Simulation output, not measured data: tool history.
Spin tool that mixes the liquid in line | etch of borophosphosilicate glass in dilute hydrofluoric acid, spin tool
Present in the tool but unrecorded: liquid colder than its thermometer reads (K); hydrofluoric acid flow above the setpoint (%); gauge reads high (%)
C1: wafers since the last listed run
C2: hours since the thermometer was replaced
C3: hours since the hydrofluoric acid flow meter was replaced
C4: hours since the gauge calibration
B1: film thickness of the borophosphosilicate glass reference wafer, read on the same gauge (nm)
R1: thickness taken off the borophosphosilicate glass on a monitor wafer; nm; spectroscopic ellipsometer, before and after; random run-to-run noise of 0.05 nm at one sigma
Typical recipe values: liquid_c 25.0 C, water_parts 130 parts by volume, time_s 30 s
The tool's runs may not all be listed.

run 1 hour=0.0 | liquid_c=25.0 water_parts=90 time_s=30 | C1=0 C2=469.5 C3=134.6 C4=102.7 | B1=50.03 | R1=12.71
run 2 hour=212.4 | liquid_c=25.0 water_parts=90 time_s=30 | C1=3234 C2=681.9 C3=347.0 C4=315.1 | B1=49.98 | R1=12.89
run 3 hour=276.5 | liquid_c=25.0 water_parts=130 time_s=30 | C1=975 C2=746.0 C3=411.1 C4=379.2 | B1=49.94 | R1=8.42
run 4 hour=336.0 | liquid_c=25.0 water_parts=130 time_s=30 | C1=905 C2=805.5 C3=470.6 C4=438.7 | B1=50.00 | R1=8.42
-- hour=353.6 gauge calibrated
run 5 hour=400.7 | liquid_c=25.0 water_parts=130 time_s=30 | C1=985 C2=870.2 C3=535.3 C4=47.1 | B1=49.95 | R1=8.44
run 6 hour=437.8 | liquid_c=25.0 water_parts=145 time_s=30 | C1=564 C2=907.3 C3=572.4 C4=84.2 | B1=50.02 | R1=7.47
run 7 hour=485.0 | liquid_c=25.0 water_parts=145 time_s=30 | C1=718 C2=954.5 C3=619.6 C4=131.4 | B1=50.00 | R1=7.52
-- hour=498.2 thermometer replaced
run 8 hour=509.6 | liquid_c=25.0 water_parts=145 time_s=30 | C1=359 C2=11.4 C3=644.2 C4=156.0 | B1=50.02 | R1=7.51
-- hour=535.5 hydrofluoric acid flow meter replaced
run 9 hour=541.7 | liquid_c=25.0 water_parts=130 time_s=30 | C1=473 C2=43.5 C3=6.2 C4=188.1 | B1=50.02 | R1=8.46
run 10 hour=592.7 | liquid_c=25.0 water_parts=130 time_s=30 | C1=776 C2=94.5 C3=57.2 C4=239.1 | B1=50.01 | R1=8.51
run 11 hour=631.3 | liquid_c=28.0 water_parts=180 time_s=40 | C1=587 C2=133.1 C3=95.8 C4=277.7 | B1=49.95 | R1=8.68
run 12 hour=675.6 | liquid_c=22.5 water_parts=130 time_s=20 | C1=674 C2=177.4 C3=140.1 C4=322.0 | B1=49.97 | R1=5.11
run 13 hour=720.8 | liquid_c=25.0 water_parts=130 time_s=30 | C1=688 C2=222.6 C3=185.3 C4=367.2 | B1=49.96 | R1=8.47
run 14 hour=747.8 | liquid_c=23.0 water_parts=75 time_s=45 | C1=411 C2=249.6 C3=212.3 C4=394.2 | B1=49.96 | R1=21.78
run 15 hour=790.2 | liquid_c=25.0 water_parts=105 time_s=30 | C1=645 C2=292.0 C3=254.7 C4=436.6 | B1=49.98 | R1=10.93
run 16 hour=828.5 | liquid_c=25.0 water_parts=130 time_s=25 | C1=583 C2=330.3 C3=293.0 C4=474.9 | B1=49.99 | R1=7.04
run 17 hour=867.5 | liquid_c=23.0 water_parts=130 time_s=30 | C1=593 C2=369.3 C3=332.0 C4=513.9 | B1=50.01 | R1=7.77

Forecast each of these 5 alternatives for the next run:
run A hour=867.9 | liquid_c=25.0 water_parts=155 time_s=30 | C1=6 C2=369.7 C3=332.4 C4=514.3 | B1=? | R1=?
run B hour=867.9 | liquid_c=29.5 water_parts=175 time_s=30 | C1=6 C2=369.7 C3=332.4 C4=514.3 | B1=? | R1=?
run C hour=867.9 | liquid_c=29.5 water_parts=95 time_s=15 | C1=6 C2=369.7 C3=332.4 C4=514.3 | B1=? | R1=?
run D hour=867.9 | liquid_c=25.0 water_parts=75 time_s=40 | C1=6 C2=369.7 C3=332.4 C4=514.3 | B1=? | R1=?
run E hour=867.9 | liquid_c=21.5 water_parts=165 time_s=40 | C1=6 C2=369.7 C3=332.4 C4=514.3 | B1=? | R1=?

run=A B1=50.03 R1=6.87
run=B B1=50.03 R1=7.01
run=C B1=50.03 R1=7.18
run=D B1=50.03 R1=20.90
run=E B1=50.03 R1=7.45
Without the tool's hidden state the same runs would have given:
run=A R1=6.87
run=B R1=7.01
run=C R1=7.18
run=D R1=20.90
run=E R1=7.45
